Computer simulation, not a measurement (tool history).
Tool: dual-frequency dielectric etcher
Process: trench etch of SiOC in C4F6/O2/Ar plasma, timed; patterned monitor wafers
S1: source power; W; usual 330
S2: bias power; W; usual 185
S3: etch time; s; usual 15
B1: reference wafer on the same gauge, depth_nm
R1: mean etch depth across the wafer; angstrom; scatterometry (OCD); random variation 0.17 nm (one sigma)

run	hour	S1	S2	S3	B1	R1
1	0	330	185	15	26.63	263.2
2	18	330	185	15	26.64	264.3
# hour 24.6: bias power generator calibrated
3	47.7	330	185	15	26.61	262.8
4	77.5	330	185	15	26.6	262.3
5	169.1	330	185	15	26.62	260.5
# hour 201.8: source power generator calibrated
# hour 234.9: gauge calibrated
# hour 235.7: wet clean of the chamber, repeated, since the last time left the tool worse
6	238.3	330	185	15	26.63	270.3
7	260.2	330	185	15	26.58	271.6
8	276.7	330	173	15	26.57	262.5
# hour 308.7: upper electrode replaced
9	309.2	410	161	19	26.59	352.7
10	332.5	380	185	18	26.62	342.7
11	355.2	330	161	15	26.59	249.6
12	388.2	390	163	18	26.57	324.4
13	417.8	330	185	15	26.57	269.2
14	456.9	330	185	15	26.55	270
15	481.4	330	185	15	26.6	266.3
16	511.3	330	150	12.5	26.57	201.1
17	540.6	270	185	12	26.58	196.4
18	566.8	330	185	13.5	26.56	238.5
19	583.1	330	185	15	26.58	266
20	605	330	145	15	26.6	236.5
21	632	360	204	16.5	26.6	318.8
22	649.2	370	206	17	26.65	329.4
23	666.4	310	199	16	26.61	286
# hour 700.9: wet clean of the chamber
24	701.4	280	185	19	26.59	327.4
25	716.2	330	225	15	26.61	301.2
26	739.4	280	212	13	26.58	237.9
27	768.5	370	148	15	26.62	256.4
28	790.2	330	229	13.5	26.6	268.6
29	803.1	330	185	11.5	26.61	207.7

Measured less the same run without the tool's hidden state. The same run-to-run variation is in both; the gauge's scatter may not be:
The hidden state here: etch rate over this chamber's usual, %; source power that arrives over what is set, %; bias power that arrives over what is set, %; gauge reads high (%).
run	R1
1	-14.1
2	-14.6
3	-15.2
4	-15.9
5	-17.8
6	-1.6
7	-2.1
8	-2.4
9	-4
10	-4.6
11	-3.8
12	-5.7
13	-5.3
14	-6.3
15	-6.7
16	-5.5
17	-5.9
18	-7.6
19	-8.9
20	-8.3
21	-11.8
22	-12.7
23	-11.5
24	-0.3
25	-0.6
26	-1
27	-1.6
28	-2.1
29	-1.9
